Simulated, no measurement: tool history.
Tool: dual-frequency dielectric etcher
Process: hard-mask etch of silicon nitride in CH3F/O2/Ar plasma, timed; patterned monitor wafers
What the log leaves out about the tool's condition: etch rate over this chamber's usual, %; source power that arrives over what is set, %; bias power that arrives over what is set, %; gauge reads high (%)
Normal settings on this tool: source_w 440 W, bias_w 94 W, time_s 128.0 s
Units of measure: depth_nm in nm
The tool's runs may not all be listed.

| run | hour | source_w | bias_w | time_s | wafers since the last listed run | hours since the last wet clean | hours since the last source power generator calibration | hours since the last bias power generator calibration | hours since the last upper electrode change | hours since the gauge calibration | read-back reference wafer on the same gauge, depth_nm | depth_nm |
|---|---|---|---|---|---|---|---|---|---|---|---|---|
| 1 | 0.0 | 440 | 94 | 128.0 | 0 | 546.0 | 3748.3 | 3795.8 | 3868.1 | 105.8 | 98.0 | 99.9 |
|  | 12.6 | wet clean of the chamber |
| 2 | 36.3 | 440 | 94 | 128.0 | 235 | 23.7 | 3784.6 | 3832.1 | 3904.4 | 142.1 | 98.0 | 99.7 |
| 3 | 81.3 | 440 | 94 | 128.0 | 447 | 68.7 | 3829.6 | 3877.1 | 3949.4 | 187.1 | 98.0 | 99.7 |
| 4 | 118.1 | 440 | 94 | 128.0 | 365 | 105.5 | 3866.4 | 3913.9 | 3986.2 | 223.9 | 98.1 | 99.8 |
| 5 | 146.4 | 440 | 94 | 128.0 | 281 | 133.8 | 3894.7 | 3942.2 | 4014.5 | 252.2 | 98.0 | 99.7 |
| 6 | 214.5 | 440 | 94 | 128.0 | 676 | 201.9 | 3962.8 | 4010.3 | 4082.6 | 320.3 | 98.0 | 99.6 |
| 7 | 262.1 | 440 | 94 | 128.0 | 473 | 249.5 | 4010.4 | 4057.9 | 4130.2 | 367.9 | 98.0 | 99.8 |
| 8 | 326.2 | 440 | 82 | 119.5 | 637 | 313.6 | 4074.5 | 4122.0 | 4194.3 | 432.0 | 98.0 | 89.9 |
| 9 | 381.0 | 440 | 82 | 119.5 | 544 | 368.4 | 4129.3 | 4176.8 | 4249.1 | 486.8 | 98.0 | 89.9 |
| 10 | 405.5 | 440 | 94 | 99.0 | 243 | 392.9 | 4153.8 | 4201.3 | 4273.6 | 511.3 | 98.0 | 77.2 |
| 11 | 436.5 | 440 | 94 | 99.0 | 308 | 423.9 | 4184.8 | 4232.3 | 4304.6 | 542.3 | 98.0 | 77.2 |
| 12 | 508.5 | 490 | 94 | 128.0 | 715 | 495.9 | 4256.8 | 4304.3 | 4376.6 | 614.3 | 98.0 | 104.4 |
| 13 | 556.3 | 490 | 94 | 128.0 | 475 | 543.7 | 4304.6 | 4352.1 | 4424.4 | 662.1 | 98.0 | 103.9 |
| 14 | 612.9 | 490 | 94 | 128.0 | 562 | 600.3 | 4361.2 | 4408.7 | 4481.0 | 718.7 | 98.0 | 104.2 |
|  | 638.6 | wet clean of the chamber |
| 15 | 663.5 | 440 | 94 | 128.0 | 264 | 24.9 | 4411.8 | 4459.3 | 4531.6 | 769.3 | 98.0 | 99.7 |
|  | 703.8 | gauge calibrated |
| 16 | 730.1 | 540 | 94 | 128.0 | 661 | 91.5 | 4478.4 | 4525.9 | 4598.2 | 26.3 | 98.0 | 108.6 |
|  | 736.9 | source power generator calibrated |
| 17 | 782.8 | 470 | 111 | 145.0 | 484 | 144.2 | 45.9 | 4578.6 | 4650.9 | 79.0 | 98.0 | 124.2 |
| 18 | 808.1 | 530 | 79 | 128.0 | 251 | 169.5 | 71.2 | 4603.9 | 4676.2 | 104.3 | 98.0 | 104.9 |
|  | 818.6 | bias power generator calibrated |
| 19 | 846.4 | 440 | 94 | 128.0 | 340 | 207.8 | 109.5 | 27.8 | 4714.5 | 142.6 | 98.0 | 103.0 |
| 20 | 903.0 | 540 | 82 | 163.0 | 562 | 264.4 | 166.1 | 84.4 | 4771.1 | 199.2 | 98.0 | 137.7 |
| 21 | 966.8 | 500 | 114 | 143.0 | 634 | 328.2 | 229.9 | 148.2 | 4834.9 | 263.0 | 98.0 | 127.9 |
|  | 1027.3 | upper electrode replaced |
| 22 | 1027.8 | 550 | 108 | 163.5 | 367 | 389.2 | 290.9 | 209.2 | 0.5 | 324.0 | 98.0 | 149.7 |
| 23 | 1045.0 | 330 | 85 | 100.5 | 170 | 406.4 | 308.1 | 226.4 | 17.7 | 341.2 | 98.1 | 69.5 |
| 24 | 1088.4 | 440 | 94 | 128.0 | 431 | 449.8 | 351.5 | 269.8 | 61.1 | 384.6 | 98.0 | 102.8 |
| 25 | 1136.5 | 440 | 94 | 117.5 | 478 | 497.9 | 399.6 | 317.9 | 109.2 | 432.7 | 98.1 | 94.2 |
|  | 1197.4 | wet clean of the chamber |
| 26 | 1197.9 | 440 | 105 | 147.5 | 371 | 0.5 | 461.0 | 379.3 | 170.6 | 494.1 | 98.0 | 122.0 |
| 27 | 1221.5 | 500 | 114 | 143.0 | 234 | 24.1 | 484.6 | 402.9 | 194.2 | 517.7 | 98.0 | 127.6 |
| 28 | 1417.2 | 500 | 94 | 128.0 | 1945 | 219.8 | 680.3 | 598.6 | 389.9 | 713.4 | 98.0 | 107.6 |
|  | 1424.5 | gauge calibrated |
| 29 | 1454.7 | 330 | 85 | 100.5 | 372 | 257.3 | 717.8 | 636.1 | 427.4 | 30.2 | 98.0 | 69.1 |
| 30 | 1520.6 | 540 | 85 | 99.5 | 655 | 323.2 | 783.7 | 702.0 | 493.3 | 96.1 | 98.0 | 83.9 |

What the log doesn't show, run by run:
etch rate over this chamber's usual, %: 0 on each run
gauge reads high (%): 0 on each run
H1: source power that arrives over what is set, %
H2: bias power that arrives over what is set, %
| run | H1 | H2 |
|---|---|---|
| 1 | -4.83 | -4.33 |
| 2 | -4.84 | -4.37 |
| 3 | -4.85 | -4.42 |
| 4 | -4.86 | -4.46 |
| 5 | -4.87 | -4.5 |
| 6 | -4.88 | -4.58 |
| 7 | -4.89 | -4.63 |
| 8 | -4.91 | -4.7 |
| 9 | -4.92 | -4.77 |
| 10 | -4.93 | -4.8 |
| 11 | -4.93 | -4.83 |
| 12 | -4.95 | -4.91 |
| 13 | -4.95 | -4.97 |
| 14 | -4.97 | -5.03 |
| 15 | -4.97 | -5.09 |
| 16 | -4.99 | -5.17 |
| 17 | -0.408 | -5.23 |
| 18 | -0.497 | -5.26 |
| 19 | -0.628 | 0.573 |
| 20 | -0.816 | 0.508 |
| 21 | -1.02 | 0.434 |
| 22 | -1.2 | 0.364 |
| 23 | -1.26 | 0.344 |
| 24 | -1.38 | 0.294 |
| 25 | -1.52 | 0.239 |
| 26 | -1.68 | 0.168 |
| 27 | -1.75 | 0.141 |
| 28 | -2.22 | -0.0843 |
| 29 | -2.31 | -0.127 |
| 30 | -2.45 | -0.203 |
